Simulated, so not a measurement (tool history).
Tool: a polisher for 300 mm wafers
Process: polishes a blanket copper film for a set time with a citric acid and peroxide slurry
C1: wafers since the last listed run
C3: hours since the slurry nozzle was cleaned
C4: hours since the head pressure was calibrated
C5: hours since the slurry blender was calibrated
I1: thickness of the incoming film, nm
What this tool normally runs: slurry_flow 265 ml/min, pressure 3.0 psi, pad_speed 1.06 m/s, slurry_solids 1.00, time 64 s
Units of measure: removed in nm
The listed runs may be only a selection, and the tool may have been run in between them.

Run 1, hour 0.0: usual settings but slurry_solids 1.20; C1 0; wafers polished on this pad 338; C3 284.5; C4 807.3; C5 29.3; I1 1241.4. Result: removed 185.0 nm.
Run 2, hour 61.9: usual settings but slurry_solids 1.20; C1 533; wafers polished on this pad 871; C3 346.4; C4 869.2; C5 91.2; I1 1264.1. Result: removed 184.3 nm.
Run 3, hour 114.8: usual settings; C1 455; wafers polished on this pad 1327; C3 399.3; C4 922.1; C5 144.1; I1 1269.7. Result: removed 171.9 nm.
At hour 138.5: head pressure recalibrated.
Run 4, hour 163.8: usual settings; C1 404; wafers polished on this pad 1732; C3 448.3; C4 25.3; C5 193.1; I1 1272.2. Result: removed 166.7 nm.
Run 5, hour 204.1: usual settings; C1 347; wafers polished on this pad 2079; C3 488.6; C4 65.6; C5 233.4; I1 1264.8. Result: removed 169.3 nm.
At hour 242.3: worn pad replaced by a new one.
Run 6, hour 313.1: usual settings; C1 904; wafers polished on this pad 609; C3 597.6; C4 174.6; C5 342.4; I1 1267.4. Result: removed 169.3 nm.
At hour 333.8: slurry blender recalibrated.
Run 7, hour 358.2: usual settings; C1 371; wafers polished on this pad 980; C3 642.7; C4 219.7; C5 24.4; I1 1271.0. Result: removed 172.9 nm.
Run 8, hour 387.6: usual settings; C1 253; wafers polished on this pad 1233; C3 672.1; C4 249.1; C5 53.8; I1 1241.0. Result: removed 172.5 nm.
Run 9, hour 427.3: usual settings; C1 341; wafers polished on this pad 1575; C3 711.8; C4 288.8; C5 93.5; I1 1249.9. Result: removed 167.9 nm.
Run 10, hour 485.1: usual settings; C1 497; wafers polished on this pad 2073; C3 769.6; C4 346.6; C5 151.3; I1 1249.9. Result: removed 168.9 nm.
Run 11, hour 527.8: usual settings; C1 367; wafers polished on this pad 2440; C3 812.3; C4 389.3; C5 194.0; I1 1233.0. Result: removed 167.3 nm.
At hour 538.3: slurry nozzle cleaned.
At hour 584.4: worn pad replaced by a new one.
Run 12, hour 588.1: usual settings; C1 476; wafers polished on this pad 32; C3 49.8; C4 449.6; C5 254.3; I1 1245.6. Result: removed 174.2 nm.
Run 13, hour 623.8: usual settings but slurry_solids 1.15; C1 307; wafers polished on this pad 339; C3 85.5; C4 485.3; C5 290.0; I1 1282.5. Result: removed 180.1 nm.
Run 14, hour 656.5: usual settings but slurry_solids 1.15; C1 281; wafers polished on this pad 621; C3 118.2; C4 518.0; C5 322.7; I1 1258.0. Result: removed 181.5 nm.
At hour 690.8: slurry blender recalibrated.
Run 15, hour 694.4: usual settings; C1 309; wafers polished on this pad 930; C3 156.1; C4 555.9; C5 3.6; I1 1276.5. Result: removed 174.9 nm.
Run 16, hour 759.8: usual settings but pressure 2.4 psi, pad_speed 1.36 m/s, slurry_solids 0.70, time 73 s; C1 563; wafers polished on this pad 1493; C3 221.5; C4 621.3; C5 69.0; I1 1251.5. Result: removed 173.4 nm.
Run 17, hour 791.5: usual settings but slurry_flow 170 ml/min, slurry_solids 0.85; C1 272; wafers polished on this pad 1766; C3 253.2; C4 653.0; C5 100.7; I1 1259.2. Result: removed 157.4 nm.
Run 18, hour 839.5: usual settings but slurry_flow 185 ml/min, pad_speed 1.36 m/s; C1 413; wafers polished on this pad 2179; C3 301.2; C4 701.0; C5 148.7; I1 1276.3. Result: removed 200.8 nm.
At hour 845.2: worn pad replaced by a new one.
Run 19, hour 910.4: usual settings; C1 576; wafers polished on this pad 561; C3 372.1; C4 771.9; C5 219.6; I1 1274.6. Result: removed 171.9 nm.
Run 20, hour 974.1: usual settings; C1 548; wafers polished on this pad 1110; C3 435.8; C4 835.6; C5 283.3; I1 1259.9. Result: removed 173.6 nm.
Run 21, hour 1028.9: usual settings; C1 471; wafers polished on this pad 1582; C3 490.6; C4 890.4; C5 338.1; I1 1249.1. Result: removed 170.6 nm.
At hour 1073.6: slurry blender recalibrated.
Run 22, hour 1083.8: usual settings but pressure 3.6 psi, slurry_solids 0.75; C1 455; wafers polished on this pad 2037; C3 545.5; C4 945.3; C5 10.2; I1 1243.7. Result: removed 186.6 nm.
Run 23, hour 1121.9: usual settings but pad_speed 1.38 m/s, slurry_solids 0.80; C1 328; wafers polished on this pad 2365; C3 583.6; C4 983.4; C5 48.3; I1 1237.7. Result: removed 192.9 nm.
At hour 1172.0: worn pad replaced by a new one.
Run 24, hour 1176.7: usual settings; C1 437; wafers polished on this pad 40; C3 638.4; C4 1038.2; C5 103.1; I1 1239.2. Result: removed 176.9 nm.
At hour 1193.2: head pressure recalibrated.
Run 25, hour 1229.4: usual settings but slurry_flow 300 ml/min; C1 436; wafers polished on this pad 477; C3 691.1; C4 36.2; C5 155.8; I1 1250.8. Result: removed 180.2 nm.
Run 26, hour 1268.9: usual settings; C1 340; wafers polished on this pad 817; C3 730.6; C4 75.7; C5 195.3; I1 1270.0. Result: removed 175.1 nm.
Run 27, hour 1328.9: usual settings but slurry_flow 240 ml/min, pressure 2.3 psi, pad_speed 1.38 m/s, slurry_solids 0.90; C1 516; wafers polished on this pad 1333; C3 790.6; C4 135.7; C5 255.3; I1 1273.0. Result: removed 165.6 nm.
Run 28, hour 1354.2: usual settings but slurry_flow 305 ml/min, pad_speed 0.76 m/s, time 80 s; C1 217; wafers polished on this pad 1551; C3 815.9; C4 161.0; C5 280.6; I1 1246.8. Result: removed 165.5 nm.
At hour 1370.2: slurry nozzle cleaned.
Run 29, hour 1424.8: usual settings but slurry_flow 195 ml/min, pressure 3.3 psi; C1 599; wafers polished on this pad 2151; C3 54.6; C4 231.6; C5 351.2; I1 1267.5. Result: removed 182.9 nm.
At hour 1459.7: slurry blender recalibrated.
At hour 1460.9: worn pad replaced by a new one.
Run 30, hour 1491.8: usual settings; C1 549; wafers polished on this pad 265; C3 121.6; C4 298.6; C5 32.1; I1 1282.5. Result: removed 175.8 nm.

What was the tool's hidden state at every run in the log?
slurry flow missing at the pad, %: 0 at every run
deviation of the head's pressure from its setpoint, %: 0 at every run
abrasive missing from the slurry, %: 0 at every run
H1: removal rate lost through wear of the pad, %
run     H1
  1   0.93
  2   1.61
  3   2.65
  4   3.99
  5   5.37
  6   1.25
  7   1.89
  8   2.47
  9   3.46
 10   5.34
 11   7.05
 12   1.05
 13   1.17
 14   1.45
 15   1.97
 16   3.39
 17   4.31
 18   5.99
 19  0.759
 20    1.7
 21      3
 22   4.75
 23   6.24
 24  0.123
 25  0.371
 26  0.833
 27   1.99
 28   2.64
 29   4.97
 30   1.34
